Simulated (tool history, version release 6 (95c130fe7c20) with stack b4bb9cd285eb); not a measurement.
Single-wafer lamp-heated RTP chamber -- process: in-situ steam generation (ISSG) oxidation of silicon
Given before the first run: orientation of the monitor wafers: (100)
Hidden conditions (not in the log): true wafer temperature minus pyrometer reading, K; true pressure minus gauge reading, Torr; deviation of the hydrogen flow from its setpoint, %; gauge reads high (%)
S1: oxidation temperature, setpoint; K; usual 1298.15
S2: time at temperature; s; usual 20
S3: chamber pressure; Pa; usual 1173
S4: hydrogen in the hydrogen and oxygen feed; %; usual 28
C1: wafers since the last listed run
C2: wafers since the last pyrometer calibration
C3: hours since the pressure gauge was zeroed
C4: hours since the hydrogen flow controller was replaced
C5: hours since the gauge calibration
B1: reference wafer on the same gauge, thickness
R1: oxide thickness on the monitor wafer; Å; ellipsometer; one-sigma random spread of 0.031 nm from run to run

run,hour,S1,S2,S3,S4,C1,C2,C3,C4,C5,B1,R1
1,0.0,1298.15,20,1173,28,0,3905,4222.1,2506.7,379.4,7.676,66.12
2,51.5,1298.15,20,1173,28,549,4455,4273.6,2558.2,430.9,7.683,67.36
3,84.4,1298.15,20,1173,28,351,4806,4306.5,2591.1,463.8,7.684,67.32
4,116.8,1298.15,24,1307,28,345,5152,4338.9,2623.5,496.2,7.667,72.24
5,146.5,1298.15,24,1307,28,317,5469,4368.6,2653.2,525.9,7.681,72.42
6,183.6,1298.15,24,1307,28,396,5865,4405.7,2690.3,563.0,7.665,72.27
7,242.8,1308.15,20,1173,20,632,6497,4464.9,2749.5,622.2,7.669,65.10
# hour 282.0: pressure gauge zeroed
# hour 288.8: pyrometer window cleaned and pyrometer calibrated
8,304.6,1308.15,20,1173,20,501,169,22.6,2811.3,684.0,7.672,62.79
9,373.5,1308.15,20,1173,20,735,904,91.5,2880.2,752.9,7.671,64.47
10,470.3,1317.15,20,1240,20,1033,1938,188.3,2977.0,849.7,7.667,66.71
11,514.9,1284.15,20,1333,22,476,2414,232.9,3021.6,894.3,7.675,57.53
12,571.1,1298.15,24,1093,22,600,3014,289.1,3077.8,950.5,7.670,69.16
13,621.4,1314.15,16,1240,32,537,3551,339.4,3128.1,1000.8,7.687,67.07
14,667.8,1309.15,27,1173,22,495,4046,385.8,3174.5,1047.2,7.678,77.42
# hour 687.3: gauge calibrated
# hour 712.2: hydrogen flow controller replaced
15,803.4,1316.15,20,1173,28,1362,5409,521.4,91.2,116.1,7.662,73.48
16,843.2,1298.15,20,1173,28,424,5834,561.2,131.0,155.9,7.672,67.32
17,891.4,1298.15,20,1173,28,514,6348,609.4,179.2,204.1,7.665,67.23
18,917.1,1298.15,20,1173,28,274,6623,635.1,204.9,229.8,7.652,67.26

Alternative continuations, all from the tool just after run 18; predict every row:
A,917.5,1313.15,20,1173,28,4,6627,635.5,205.3,230.2,?,?
B,917.5,1298.15,16,1267,24,4,6627,635.5,205.3,230.2,?,?
C,917.5,1317.15,20,1053,28,4,6627,635.5,205.3,230.2,?,?

run,B1,R1
A,7.660,72.78
B,7.660,57.59
C,7.660,75.03
With no hidden state in the tool, these same runs would have given:
run,R1
A,70.10
B,55.74
C,72.21
